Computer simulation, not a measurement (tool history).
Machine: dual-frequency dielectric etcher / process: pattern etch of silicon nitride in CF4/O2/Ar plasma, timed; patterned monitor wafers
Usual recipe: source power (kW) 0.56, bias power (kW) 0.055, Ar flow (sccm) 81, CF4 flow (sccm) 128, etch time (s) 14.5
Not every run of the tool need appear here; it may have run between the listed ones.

run,hour,source power (kW),bias power (kW),Ar flow (sccm),CF4 flow (sccm),etch time (s),"read-back reference wafer on the same gauge, depth_nm",mean etch depth across the wafer (Å)
1,0,0.48,0.059,81,106,13,28.89,232.8
2,61.4,0.56,0.061,71,128,16,28.87,346.1
3,110.2,0.56,0.067,81,142,14.5,28.9,328.9
# hour 169.5: bias power generator calibrated
# hour 214.5: upper electrode replaced
4,215,0.56,0.055,81,128,14.5,28.9,296.9
5,434.1,0.66,0.055,81,128,14.5,28.9,343.6
# hour 526.9: wet clean of the chamber
6,527.4,0.56,0.055,81,118,14.5,28.89,297.6
7,598.1,0.62,0.049,66,128,14.5,28.89,322.3
# hour 632.6: gauge calibrated
8,704,0.63,0.055,100,154,14.5,28.92,335.9
9,810.4,0.56,0.044,81,128,14.5,28.92,271.6
# hour 847.5: source power generator calibrated
10,871.2,0.56,0.055,81,128,16,28.89,321.5
11,978.5,0.56,0.06,81,148,10.5,28.88,220.2
12,1024.1,0.56,0.055,81,128,14.5,28.9,290.1
13,1074.4,0.56,0.055,81,128,13,28.92,259.9
# hour 1134.9: wet clean of the chamber
14,1135.4,0.48,0.043,81,128,13,28.91,205.4
15,1182.2,0.62,0.055,66,128,11,28.92,250.1
16,1218.8,0.64,0.045,81,128,14.5,28.9,305.2
17,1304.3,0.56,0.055,74,128,14.5,28.9,296.1
18,1371.7,0.56,0.055,98,128,14.5,28.89,286.3
19,1467,0.56,0.055,81,128,14.5,28.91,292.7
20,1547.5,0.56,0.055,81,128,14.5,28.87,292.4

Branching from run 20: 5 alternative next runs. What would each branch give?
A,1547.9,0.68,0.055,81,128,14.5,?,?
B,1547.9,0.56,0.061,67,100,12,?,?
C,1547.9,0.56,0.06,81,128,14.5,?,?
D,1547.9,0.56,0.055,91,128,16,?,?
E,1547.9,0.56,0.043,81,160,14.5,?,?

run,"read-back reference wafer on the same gauge, depth_nm",mean etch depth across the wafer (Å)
A,28.9,350.9
B,28.9,251
C,28.9,304.7
D,28.9,319.6
E,28.9,271.4
Without the tool's hidden state the same runs would have given:
run,mean etch depth across the wafer (Å)
A,350.9
B,251
C,304.7
D,319.6
E,271.4

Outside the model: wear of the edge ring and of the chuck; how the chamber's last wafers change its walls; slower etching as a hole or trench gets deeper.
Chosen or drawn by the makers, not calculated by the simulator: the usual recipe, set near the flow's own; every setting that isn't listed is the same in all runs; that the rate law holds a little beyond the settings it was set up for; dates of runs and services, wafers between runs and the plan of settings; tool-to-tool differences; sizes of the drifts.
